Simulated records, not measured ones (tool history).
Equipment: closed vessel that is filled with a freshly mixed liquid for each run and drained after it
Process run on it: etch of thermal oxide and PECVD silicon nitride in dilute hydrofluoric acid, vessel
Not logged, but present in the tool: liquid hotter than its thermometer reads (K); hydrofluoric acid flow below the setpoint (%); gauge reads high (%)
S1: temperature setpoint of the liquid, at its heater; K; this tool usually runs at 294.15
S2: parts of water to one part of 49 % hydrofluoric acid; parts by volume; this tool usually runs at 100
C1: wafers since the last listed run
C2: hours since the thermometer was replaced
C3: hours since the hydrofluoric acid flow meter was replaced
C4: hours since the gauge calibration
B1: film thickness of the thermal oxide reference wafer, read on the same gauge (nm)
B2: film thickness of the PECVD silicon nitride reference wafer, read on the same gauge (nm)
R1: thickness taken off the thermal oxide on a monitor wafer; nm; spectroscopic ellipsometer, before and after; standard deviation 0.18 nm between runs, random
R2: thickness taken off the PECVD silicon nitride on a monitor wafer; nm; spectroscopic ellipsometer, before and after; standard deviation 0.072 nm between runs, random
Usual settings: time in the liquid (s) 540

Run 1, day 0.000: usual settings; C1 0; C2 1277.2; C3 1891.7; C4 497.7; B1 109.96; B2 90.01. Result: R1 23.14 nm, R2 21.27 nm.
Run 2, day 2.525: usual settings; C1 2715; C2 1337.8; C3 1952.3; C4 558.3; B1 109.98; B2 89.96. Result: R1 23.30 nm, R2 21.13 nm.
Run 3, day 4.942: usual settings; C1 2598; C2 1395.8; C3 2010.3; C4 616.3; B1 109.96; B2 90.03. Result: R1 23.45 nm, R2 21.23 nm.
Run 4, day 7.175: usual settings; C1 2401; C2 1449.4; C3 2063.9; C4 669.9; B1 109.97; B2 90.01. Result: R1 23.06 nm, R2 21.19 nm.
Run 5, day 9.417: usual settings; C1 2410; C2 1503.2; C3 2117.7; C4 723.7; B1 109.95; B2 89.99. Result: R1 22.99 nm, R2 21.05 nm.
Run 6, day 11.317: usual settings; C1 2043; C2 1548.8; C3 2163.3; C4 769.3; B1 109.99; B2 89.99. Result: R1 23.45 nm, R2 20.99 nm.
Run 7, day 13.379: usual settings; C1 2218; C2 1598.3; C3 2212.8; C4 818.8; B1 110.02; B2 89.98. Result: R1 23.23 nm, R2 21.14 nm.
Run 8, day 14.954: usual settings; C1 1693; C2 1636.1; C3 2250.6; C4 856.6; B1 110.00; B2 90.02. Result: R1 23.08 nm, R2 21.13 nm.
Run 9, day 16.758: usual settings but S2 60 parts by volume; C1 1940; C2 1679.4; C3 2293.9; C4 899.9; B1 109.98; B2 89.97. Result: R1 40.51 nm, R2 35.01 nm.
Run 10, day 19.529: usual settings but S2 60 parts by volume; C1 2979; C2 1745.9; C3 2360.4; C4 966.4; B1 110.06; B2 90.00. Result: R1 40.61 nm, R2 34.54 nm.
Run 11, day 21.538: usual settings but S1 290.15 K, S2 50 parts by volume, time in the liquid (s) 625; C1 2159; C2 1794.1; C3 2408.6; C4 1014.6; B1 110.04; B2 89.97. Result: R1 47.83 nm, R2 36.42 nm.
Run 12, day 23.212: usual settings but time in the liquid (s) 290; C1 1801; C2 1834.3; C3 2448.8; C4 1054.8; B1 109.99; B2 90.03. Result: R1 12.33 nm, R2 11.40 nm.
At day 25.088: hydrofluoric acid flow meter replaced.
Run 13, day 25.583: usual settings but S1 297.15 K, time in the liquid (s) 340; C1 2504; C2 1891.2; C3 11.9; C4 1111.7; B1 109.94; B2 89.98. Result: R1 16.15 nm, R2 16.30 nm.
Run 14, day 26.733: usual settings but S1 296.15 K, S2 120 parts by volume, time in the liquid (s) 690; C1 1236; C2 1918.8; C3 39.5; C4 1139.3; B1 110.01; B2 89.97. Result: R1 25.91 nm, R2 25.90 nm.
At day 27.325: thermometer replaced.
At day 27.792: gauge calibrated.
Run 15, day 29.725: usual settings but S1 296.65 K, S2 70 parts by volume, time in the liquid (s) 855; C1 3172; C2 57.6; C3 111.3; C4 46.4; B1 110.02; B2 90.03. Result: R1 60.59 nm, R2 55.95 nm.
Run 16, day 32.033: usual settings but S1 299.15 K, S2 65 parts by volume, time in the liquid (s) 420; C1 2482; C2 113.0; C3 166.7; C4 101.8; B1 110.00; B2 89.99. Result: R1 35.09 nm, R2 35.01 nm.
Run 17, day 33.096: usual settings but time in the liquid (s) 390; C1 1142; C2 138.5; C3 192.2; C4 127.3; B1 110.03; B2 89.98. Result: R1 16.63 nm, R2 15.31 nm.
Run 18, day 34.912: usual settings but time in the liquid (s) 360; C1 1953; C2 182.1; C3 235.8; C4 170.9; B1 109.99; B2 89.99. Result: R1 15.72 nm, R2 14.12 nm.
Run 19, day 37.467: usual settings; C1 2746; C2 243.4; C3 297.1; C4 232.2; B1 109.99; B2 89.97. Result: R1 23.24 nm, R2 21.08 nm.
Run 20, day 39.983: usual settings but S1 291.15 K, S2 145 parts by volume, time in the liquid (s) 270; C1 2706; C2 303.8; C3 357.5; C4 292.6; B1 109.97; B2 89.99. Result: R1 6.72 nm, R2 6.01 nm.
Run 21, day 42.104: usual settings; C1 2280; C2 354.7; C3 408.4; C4 343.5; B1 109.95; B2 89.98. Result: R1 23.33 nm, R2 21.25 nm.
Run 22, day 44.633: usual settings but S1 292.15 K, S2 120 parts by volume, time in the liquid (s) 680; C1 2719; C2 415.4; C3 469.1; C4 404.2; B1 110.05; B2 90.00. Result: R1 21.95 nm, R2 19.45 nm.
Run 23, day 46.746: usual settings but S1 297.65 K, S2 140 parts by volume; C1 2271; C2 466.1; C3 519.8; C4 454.9; B1 110.02; B2 89.98. Result: R1 18.10 nm, R2 19.11 nm.
Run 24, day 48.983: usual settings; C1 2406; C2 519.8; C3 573.5; C4 508.6; B1 109.98; B2 89.99. Result: R1 23.09 nm, R2 21.27 nm.
Run 25, day 51.058: usual settings but S1 290.15 K, time in the liquid (s) 450; C1 2231; C2 569.6; C3 623.3; C4 558.4; B1 109.98; B2 89.99. Result: R1 16.54 nm, R2 13.41 nm.

Here are 5 independent what-if runs from the current tool condition. What would each one return?
Run A, day 51.092: usual settings; C1 35; C2 570.4; C3 624.1; C4 559.2; B1 ?; B2 ?. Result: R1 ?, R2 ?.
Run B, day 51.092: usual settings but S1 297.15 K, S2 85 parts by volume; C1 35; C2 570.4; C3 624.1; C4 559.2; B1 ?; B2 ?. Result: R1 ?, R2 ?.
Run C, day 51.092: usual settings but S1 292.15 K, S2 125 parts by volume, time in the liquid (s) 775; C1 35; C2 570.4; C3 624.1; C4 559.2; B1 ?; B2 ?. Result: R1 ?, R2 ?.
Run D, day 51.092: usual settings but S1 290.15 K, S2 55 parts by volume, time in the liquid (s) 705; C1 35; C2 570.4; C3 624.1; C4 559.2; B1 ?; B2 ?. Result: R1 ?, R2 ?.
Run E, day 51.092: usual settings but S1 290.65 K, S2 130 parts by volume; C1 35; C2 570.4; C3 624.1; C4 559.2; B1 ?; B2 ?. Result: R1 ?, R2 ?.

run      B1     B2     R1     R2
  A  109.97  89.97  23.20  20.95
  B  109.97  89.97  31.37  30.04
  C  109.97  89.97  23.89  21.12
  D  109.97  89.97  48.98  37.10
  E  109.97  89.97  14.97  12.79
Without the tool's unlogged condition, the same runs would have read:
run     R1     R2
  A  23.20  20.95
  B  31.37  30.04
  C  23.89  21.12
  D  48.98  37.10
  E  14.97  12.79
